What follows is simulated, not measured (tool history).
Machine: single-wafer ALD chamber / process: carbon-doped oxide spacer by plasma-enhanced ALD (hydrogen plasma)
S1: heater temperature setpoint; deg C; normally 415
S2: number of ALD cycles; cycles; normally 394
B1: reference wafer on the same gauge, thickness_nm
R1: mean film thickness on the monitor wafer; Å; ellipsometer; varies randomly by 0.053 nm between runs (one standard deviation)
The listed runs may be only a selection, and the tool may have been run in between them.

{"run": 1, "hour": 0.0, "S1": 415, "S2": 394, "B1": 16.372, "R1": 197.37}
{"run": 2, "hour": 76.2, "S1": 415, "S2": 394, "B1": 16.398, "R1": 198.29}
{"run": 3, "hour": 175.5, "S1": 415, "S2": 394, "B1": 16.411, "R1": 197.34}
{"run": 4, "hour": 246.6, "S1": 425, "S2": 394, "B1": 16.415, "R1": 193.7}
{"run": 5, "hour": 344.8, "S1": 415, "S2": 355, "B1": 16.431, "R1": 179.39}
{"run": 6, "hour": 381.2, "S1": 415, "S2": 355, "B1": 16.425, "R1": 178.99}
{"run": 7, "hour": 457.1, "S1": 415, "S2": 355, "B1": 16.441, "R1": 179.07}
{"run": 8, "hour": 508.8, "S1": 415, "S2": 394, "B1": 16.453, "R1": 198.64}
{"run": 9, "hour": 597.6, "S1": 415, "S2": 394, "B1": 16.474, "R1": 198.98}
{"run": 10, "hour": 703.3, "S1": 415, "S2": 394, "B1": 16.497, "R1": 198.8}
{"run": 11, "hour": 810.4, "S1": 415, "S2": 451, "B1": 16.508, "R1": 227.84}
{"run": 12, "hour": 903.2, "S1": 415, "S2": 451, "B1": 16.523, "R1": 226.69}
{"run": 13, "hour": 994.5, "S1": 415, "S2": 451, "B1": 16.54, "R1": 229.02}
{"run": 14, "hour": 1069.3, "S1": 421, "S2": 439, "B1": 16.215, "R1": 215.47}
{"run": 15, "hour": 1134.4, "S1": 415, "S2": 394, "B1": 16.235, "R1": 195.21}
{"run": 16, "hour": 1210.4, "S1": 408, "S2": 343, "B1": 16.237, "R1": 174.1}
{"run": 17, "hour": 1317.7, "S1": 424, "S2": 394, "B1": 16.252, "R1": 191.06}
{"run": 18, "hour": 1420.5, "S1": 405, "S2": 465, "B1": 16.275, "R1": 238.78}
{"run": 19, "hour": 1483.7, "S1": 403, "S2": 360, "B1": 16.282, "R1": 185.64}
{"run": 20, "hour": 1566.1, "S1": 404, "S2": 451, "B1": 16.292, "R1": 231.41}
{"run": 21, "hour": 1660.2, "S1": 415, "S2": 394, "B1": 16.303, "R1": 195.81}
{"run": 22, "hour": 1724.1, "S1": 420, "S2": 348, "B1": 16.327, "R1": 170.51}
{"run": 23, "hour": 1936.7, "S1": 429, "S2": 367, "B1": 16.359, "R1": 177.23}
{"run": 24, "hour": 2032.5, "S1": 426, "S2": 394, "B1": 16.375, "R1": 190.72}
{"run": 25, "hour": 2115.2, "S1": 422, "S2": 326, "B1": 16.393, "R1": 160.08}
{"run": 26, "hour": 2229.2, "S1": 415, "S2": 394, "B1": 16.405, "R1": 197.21}
{"run": 27, "hour": 2293.2, "S1": 427, "S2": 322, "B1": 16.422, "R1": 156.45}

The log once held 2 entries between its listed runs, left out of this copy. Where does each go, and what is different about the tool's unlogged condition between the listed run before it and the listed run after it?
Run 10 -> run 11: thermocouple changed; heater temperature recalibrated (hour 725.8)
  gauge reads high (%): 1.78 -> 1.89
  difference, measured minus the result without the unlogged condition, R1: +3.48 -> +4.23 Å
Run 13 -> run 14: gauge calibrated (hour 1009.4)
  gauge reads high (%): 2.08 -> 0.11
  difference, measured minus the result without the unlogged condition, R1: +4.66 -> +0.23 Å
